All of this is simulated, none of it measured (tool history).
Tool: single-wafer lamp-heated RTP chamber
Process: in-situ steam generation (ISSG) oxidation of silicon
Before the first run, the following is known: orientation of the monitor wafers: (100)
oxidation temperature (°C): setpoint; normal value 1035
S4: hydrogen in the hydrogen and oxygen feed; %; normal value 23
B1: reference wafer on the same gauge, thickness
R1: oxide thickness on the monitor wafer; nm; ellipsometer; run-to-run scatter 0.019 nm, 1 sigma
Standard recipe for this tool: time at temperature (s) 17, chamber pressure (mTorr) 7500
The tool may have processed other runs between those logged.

{"run": 1, "hour": 0.0, "oxidation temperature (°C)": 1035, "time at temperature (s)": 17, "chamber pressure (mTorr)": 7100, "S4": 23, "B1": 4.882, "R1": 5.193}
{"run": 2, "hour": 67.5, "oxidation temperature (°C)": 1035, "time at temperature (s)": 17, "chamber pressure (mTorr)": 7100, "S4": 23, "B1": 4.886, "R1": 5.19}
{"run": 3, "hour": 173.3, "oxidation temperature (°C)": 1035, "time at temperature (s)": 17, "chamber pressure (mTorr)": 7500, "S4": 23, "B1": 4.873, "R1": 5.197}
{"run": 4, "hour": 214.3, "oxidation temperature (°C)": 1045, "time at temperature (s)": 21, "chamber pressure (mTorr)": 7500, "S4": 23, "B1": 4.882, "R1": 6.078}
{"run": 5, "hour": 256.0, "oxidation temperature (°C)": 1045, "time at temperature (s)": 21, "chamber pressure (mTorr)": 7500, "S4": 23, "B1": 4.882, "R1": 6.084}
{"run": 6, "hour": 406.0, "oxidation temperature (°C)": 1045, "time at temperature (s)": 21, "chamber pressure (mTorr)": 7500, "S4": 23, "B1": 4.874, "R1": 6.091}
{"run": 7, "hour": 451.4, "oxidation temperature (°C)": 1035, "time at temperature (s)": 17, "chamber pressure (mTorr)": 7500, "S4": 23, "B1": 4.874, "R1": 5.22}
{"hour": 548.3, "done": "pyrometer window cleaned and pyrometer calibrated"}
{"run": 8, "hour": 623.4, "oxidation temperature (°C)": 1035, "time at temperature (s)": 17, "chamber pressure (mTorr)": 7500, "S4": 23, "B1": 4.867, "R1": 5.214}
{"hour": 655.3, "done": "hydrogen flow controller replaced"}
{"run": 9, "hour": 686.9, "oxidation temperature (°C)": 1035, "time at temperature (s)": 17, "chamber pressure (mTorr)": 7500, "S4": 23, "B1": 4.879, "R1": 5.218}
{"hour": 691.3, "done": "gauge calibrated"}
{"run": 10, "hour": 764.7, "oxidation temperature (°C)": 1035, "time at temperature (s)": 17, "chamber pressure (mTorr)": 7500, "S4": 23, "B1": 4.991, "R1": 5.359}
{"run": 11, "hour": 870.8, "oxidation temperature (°C)": 1025, "time at temperature (s)": 17, "chamber pressure (mTorr)": 7500, "S4": 23, "B1": 4.972, "R1": 5.086}
{"run": 12, "hour": 931.6, "oxidation temperature (°C)": 1025, "time at temperature (s)": 17, "chamber pressure (mTorr)": 7500, "S4": 23, "B1": 4.968, "R1": 5.031}
{"run": 13, "hour": 990.9, "oxidation temperature (°C)": 1025, "time at temperature (s)": 17, "chamber pressure (mTorr)": 7500, "S4": 23, "B1": 4.957, "R1": 5.09}
{"run": 14, "hour": 1062.3, "oxidation temperature (°C)": 1026, "time at temperature (s)": 17, "chamber pressure (mTorr)": 7500, "S4": 32, "B1": 4.947, "R1": 5.517}
{"hour": 1103.0, "done": "pyrometer window cleaned and pyrometer calibrated"}
{"run": 15, "hour": 1103.5, "oxidation temperature (°C)": 1035, "time at temperature (s)": 17, "chamber pressure (mTorr)": 7500, "S4": 23, "B1": 4.946, "R1": 5.267}
{"hour": 1184.0, "done": "pressure gauge zeroed"}
{"run": 16, "hour": 1184.5, "oxidation temperature (°C)": 1020, "time at temperature (s)": 14, "chamber pressure (mTorr)": 7500, "S4": 19, "B1": 4.934, "R1": 4.266}
{"run": 17, "hour": 1336.3, "oxidation temperature (°C)": 1021, "time at temperature (s)": 20, "chamber pressure (mTorr)": 8500, "S4": 23, "B1": 4.919, "R1": 5.305}
{"run": 18, "hour": 1430.6, "oxidation temperature (°C)": 1035, "time at temperature (s)": 14, "chamber pressure (mTorr)": 8000, "S4": 18, "B1": 4.909, "R1": 4.498}
{"run": 19, "hour": 1468.2, "oxidation temperature (°C)": 1044, "time at temperature (s)": 19, "chamber pressure (mTorr)": 7500, "S4": 26, "B1": 4.903, "R1": 6.008}
{"run": 20, "hour": 1571.0, "oxidation temperature (°C)": 1026, "time at temperature (s)": 17, "chamber pressure (mTorr)": 7500, "S4": 32, "B1": 4.899, "R1": 5.494}
{"hour": 1646.5, "done": "pyrometer window cleaned and pyrometer calibrated"}
{"run": 21, "hour": 1647.0, "oxidation temperature (°C)": 1029, "time at temperature (s)": 11, "chamber pressure (mTorr)": 7000, "S4": 28, "B1": 4.898, "R1": 4.339}
{"run": 22, "hour": 1741.9, "oxidation temperature (°C)": 1035, "time at temperature (s)": 17, "chamber pressure (mTorr)": 7500, "S4": 23, "B1": 4.891, "R1": 5.226}
{"run": 23, "hour": 1809.3, "oxidation temperature (°C)": 1035, "time at temperature (s)": 17, "chamber pressure (mTorr)": 7500, "S4": 23, "B1": 4.896, "R1": 5.251}
{"run": 24, "hour": 1898.3, "oxidation temperature (°C)": 1020, "time at temperature (s)": 14, "chamber pressure (mTorr)": 7500, "S4": 19, "B1": 4.884, "R1": 4.231}
{"run": 25, "hour": 1942.5, "oxidation temperature (°C)": 1046, "time at temperature (s)": 17, "chamber pressure (mTorr)": 7000, "S4": 15, "B1": 4.88, "R1": 4.953}
{"run": 26, "hour": 2027.9, "oxidation temperature (°C)": 1035, "time at temperature (s)": 17, "chamber pressure (mTorr)": 7000, "S4": 23, "B1": 4.88, "R1": 5.183}

Below, some changes in R1 between adjacent runs. For each, the amount present without the hidden state too (settings, incoming material, random variation) and the amount remaining for the hidden state with gauge scatter not shared by both compared results:
Unlogged tool condition in this case: true wafer temperature minus pyrometer reading, K; true pressure minus gauge reading, Torr; deviation of the hydrogen flow from its setpoint, %; gauge reads high (%).
Run 9 -> 10: gauge calibrated. R1 +0.141 nm: hidden state +0.126, all else +0.015.
Run 18 -> 19: oxidation temperature (°C) 1035 -> 1044, time at temperature (s) 14 -> 19, chamber pressure (mTorr) 8000 -> 7500, S4 18 -> 26. R1 +1.51 nm: hidden state -0.037, all else +1.547.
Run 20 -> 21: oxidation temperature (°C) 1026 -> 1029, time at temperature (s) 17 -> 11, chamber pressure (mTorr) 7500 -> 7000, S4 32 -> 28, pyrometer window cleaned and pyrometer calibrated. R1 -1.155 nm: hidden state +0.024, all else -1.179.

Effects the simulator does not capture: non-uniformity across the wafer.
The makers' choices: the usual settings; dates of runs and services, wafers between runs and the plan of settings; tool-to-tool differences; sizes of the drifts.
